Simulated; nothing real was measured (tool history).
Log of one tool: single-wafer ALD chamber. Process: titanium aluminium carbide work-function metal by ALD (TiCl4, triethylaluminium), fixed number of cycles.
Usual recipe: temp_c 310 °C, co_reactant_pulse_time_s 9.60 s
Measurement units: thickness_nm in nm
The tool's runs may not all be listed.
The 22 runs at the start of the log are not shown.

run   hour  temp_c  co_reactant_pulse_time_s  wafers since the last listed run  hours since the last thermocouple change  hours since the last triethylaluminium bottle change  hours since the showerhead was replaced  hours since the gauge calibration  read-back reference wafer on the same gauge, thickness_nm  thickness_nm
     588.1  -- showerhead replaced
 23  593.5     310                      9.60                               158                                      39.4                                                 544.2                                      5.4                              526.7                                                      1.772         2.176
 24  626.3     303                      6.64                               430                                      72.2                                                 577.0                                     38.2                              559.5                                                      1.772         1.992
 25  657.7     302                     11.53                               411                                     103.6                                                 608.4                                     69.6                              590.9                                                      1.768         2.129
 26  676.9     306                     11.17                               251                                     122.8                                                 627.6                                     88.8                              610.1                                                      1.769         2.159
 27  701.7     305                     12.04                               325                                     147.6                                                 652.4                                    113.6                              634.9                                                      1.769         2.178
 28  728.4     299                      6.69                               350                                     174.3                                                 679.1                                    140.3                              661.6                                                      1.771         1.958
 29  741.3     310                      9.60                               169                                     187.2                                                 692.0                                    153.2                              674.5                                                      1.770         2.173
 30  761.7     310                      9.60                               267                                     207.6                                                 712.4                                    173.6                              694.9                                                      1.771         2.179
 31  775.1     296                      9.60                               175                                     221.0                                                 725.8                                    187.0                              708.3                                                      1.771         2.041
 32  787.3     303                     10.75                               159                                     233.2                                                 738.0                                    199.2                              720.5                                                      1.770         2.125
 33  821.6     310                     11.11                               449                                     267.5                                                 772.3                                    233.5                              754.8                                                      1.770         2.216
 34  845.6     296                      7.91                               314                                     291.5                                                 796.3                                    257.5                              778.8                                                      1.770         1.972

Each row is a separate what-if for the run after 34, all from the same tool condition, not one after another. Results?
  A  846.0     310                      9.60                                 5                                     291.9                                                 796.7                                    257.9                              779.2                                                          ?             ?
  B  846.0     323                     10.94                                 5                                     291.9                                                 796.7                                    257.9                              779.2                                                          ?             ?
  C  846.0     303                     11.78                                 5                                     291.9                                                 796.7                                    257.9                              779.2                                                          ?             ?

run  read-back reference wafer on the same gauge, thickness_nm  thickness_nm
  A                                                      1.769         2.176
  B                                                      1.769         2.345
  C                                                      1.769         2.151
Without the tool's hidden state the same runs would have given:
run  thickness_nm
  A         2.192
  B         2.354
  C         2.153

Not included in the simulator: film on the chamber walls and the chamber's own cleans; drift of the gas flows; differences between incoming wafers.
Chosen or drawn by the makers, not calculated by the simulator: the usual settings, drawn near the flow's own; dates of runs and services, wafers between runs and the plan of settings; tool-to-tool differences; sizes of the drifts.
